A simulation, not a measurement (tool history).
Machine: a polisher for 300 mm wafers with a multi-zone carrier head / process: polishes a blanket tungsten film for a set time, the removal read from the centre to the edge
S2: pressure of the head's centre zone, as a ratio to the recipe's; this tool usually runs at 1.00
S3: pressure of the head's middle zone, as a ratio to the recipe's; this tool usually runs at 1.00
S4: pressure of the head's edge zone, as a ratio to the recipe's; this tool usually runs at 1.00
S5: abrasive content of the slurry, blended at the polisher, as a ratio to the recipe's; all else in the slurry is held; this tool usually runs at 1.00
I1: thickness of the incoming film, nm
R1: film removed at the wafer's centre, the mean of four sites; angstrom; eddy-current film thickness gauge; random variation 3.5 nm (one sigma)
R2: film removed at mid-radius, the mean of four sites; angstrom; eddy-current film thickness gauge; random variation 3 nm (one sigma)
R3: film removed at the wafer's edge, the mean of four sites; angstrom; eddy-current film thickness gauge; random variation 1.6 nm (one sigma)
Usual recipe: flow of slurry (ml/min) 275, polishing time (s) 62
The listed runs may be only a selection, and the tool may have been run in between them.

Run 1, hour 0.0: usual settings but flow of slurry (ml/min) 200, polishing time (s) 67; I1 744.4. Result: R1 2482 angstrom, R2 2551 angstrom, R3 2563 angstrom.
Run 2, hour 32.0: usual settings; I1 726.0. Result: R1 2319 angstrom, R2 2380 angstrom, R3 2365 angstrom.
Run 3, hour 64.7: usual settings; I1 728.6. Result: R1 2148 angstrom, R2 2306 angstrom, R3 2208 angstrom.
At hour 71.4: worn pad replaced by a new one.
Run 4, hour 89.9: usual settings but flow of slurry (ml/min) 220; I1 730.9. Result: R1 2352 angstrom, R2 2461 angstrom, R3 2395 angstrom.
Run 5, hour 118.4: usual settings but flow of slurry (ml/min) 220; I1 730.4. Result: R1 2310 angstrom, R2 2414 angstrom, R3 2377 angstrom.
Run 6, hour 143.5: usual settings but flow of slurry (ml/min) 220; I1 734.5. Result: R1 2248 angstrom, R2 2345 angstrom, R3 2309 angstrom.
Run 7, hour 177.6: usual settings; I1 732.0. Result: R1 2161 angstrom, R2 2270 angstrom, R3 2228 angstrom.
Run 8, hour 193.0: usual settings but flow of slurry (ml/min) 310; I1 732.4. Result: R1 2167 angstrom, R2 2186 angstrom, R3 2177 angstrom.
At hour 199.2: worn pad replaced by a new one.
Run 9, hour 226.4: usual settings but S2 1.07, S3 1.04, S4 0.89, polishing time (s) 79; I1 729.1. Result: R1 3276 angstrom, R2 3284 angstrom, R3 2903 angstrom.
At hour 229.0: edge zone pressure recalibrated.
At hour 249.6: carrier head's membrane replaced by a new one.
Run 10, hour 250.1: usual settings but flow of slurry (ml/min) 220; I1 735.7. Result: R1 2250 angstrom, R2 2383 angstrom, R3 2363 angstrom.
Run 11, hour 268.2: usual settings but flow of slurry (ml/min) 355, S4 1.08; I1 721.6. Result: R1 2343 angstrom, R2 2434 angstrom, R3 2477 angstrom.
At hour 276.5: centre zone pressure recalibrated.
At hour 282.6: slurry nozzle cleaned.
Run 12, hour 292.0: usual settings; I1 744.5. Result: R1 2222 angstrom, R2 2308 angstrom, R3 2259 angstrom.
Run 13, hour 311.8: usual settings but flow of slurry (ml/min) 355, S2 1.11, S4 1.07, S5 0.75; I1 733.5. Result: R1 2252 angstrom, R2 2109 angstrom, R3 2118 angstrom.
At hour 324.1: worn pad replaced by a new one, of another model than before.
Run 14, hour 325.4: usual settings but flow of slurry (ml/min) 220, S3 0.89, polishing time (s) 43; I1 727.6. Result: R1 1618 angstrom, R2 1558 angstrom, R3 1656 angstrom.
Run 15, hour 355.8: usual settings; I1 732.5. Result: R1 2328 angstrom, R2 2458 angstrom, R3 2399 angstrom.
Run 16, hour 388.8: usual settings but flow of slurry (ml/min) 355; I1 732.7. Result: R1 2341 angstrom, R2 2398 angstrom, R3 2357 angstrom.
Run 17, hour 415.1: usual settings but flow of slurry (ml/min) 350, S3 0.93, S4 0.89, polishing time (s) 74; I1 715.5. Result: R1 2707 angstrom, R2 2638 angstrom, R3 2579 angstrom.
Run 18, hour 440.7: usual settings but flow of slurry (ml/min) 355, S3 0.90, S4 1.05, S5 1.25; I1 734.7. Result: R1 2271 angstrom, R2 2168 angstrom, R3 2334 angstrom.
At hour 447.8: worn pad replaced by a new one.
Run 19, hour 454.7: usual settings but flow of slurry (ml/min) 335; I1 731.6. Result: R1 2379 angstrom, R2 2425 angstrom, R3 2423 angstrom.
Run 20, hour 489.6: usual settings but S2 0.95, S4 1.11, polishing time (s) 74; I1 728.5. Result: R1 2648 angstrom, R2 2937 angstrom, R3 3029 angstrom.

Branching from run 20: 5 alternative next runs. What would each branch give?
Run A, hour 490.0: usual settings but S3 1.08; I1 736.8. Result: R1 ?, R2 ?, R3 ?.
Run B, hour 490.0: usual settings but flow of slurry (ml/min) 305, S5 1.20; I1 736.8. Result: R1 ?, R2 ?, R3 ?.
Run C, hour 490.0: usual settings but S2 0.91, S4 1.04; I1 736.8. Result: R1 ?, R2 ?, R3 ?.
Run D, hour 490.0: usual settings but S5 0.75; I1 736.8. Result: R1 ?, R2 ?, R3 ?.
Run E, hour 490.0: usual settings but S2 1.04, S3 1.04, S4 0.93; I1 736.8. Result: R1 ?, R2 ?, R3 ?.

run    R1    R2    R3
  A  2352  2563  2354
  B  2475  2530  2476
  C  2137  2405  2402
  D  2188  2238  2193
  E  2446  2484  2275
With the hidden condition removed and each run's random variation left untouched, the same runs would have given:
run    R1    R2    R3
  A  2429  2647  2431
  B  2556  2613  2557
  C  2207  2484  2480
  D  2259  2311  2264
  E  2526  2565  2350

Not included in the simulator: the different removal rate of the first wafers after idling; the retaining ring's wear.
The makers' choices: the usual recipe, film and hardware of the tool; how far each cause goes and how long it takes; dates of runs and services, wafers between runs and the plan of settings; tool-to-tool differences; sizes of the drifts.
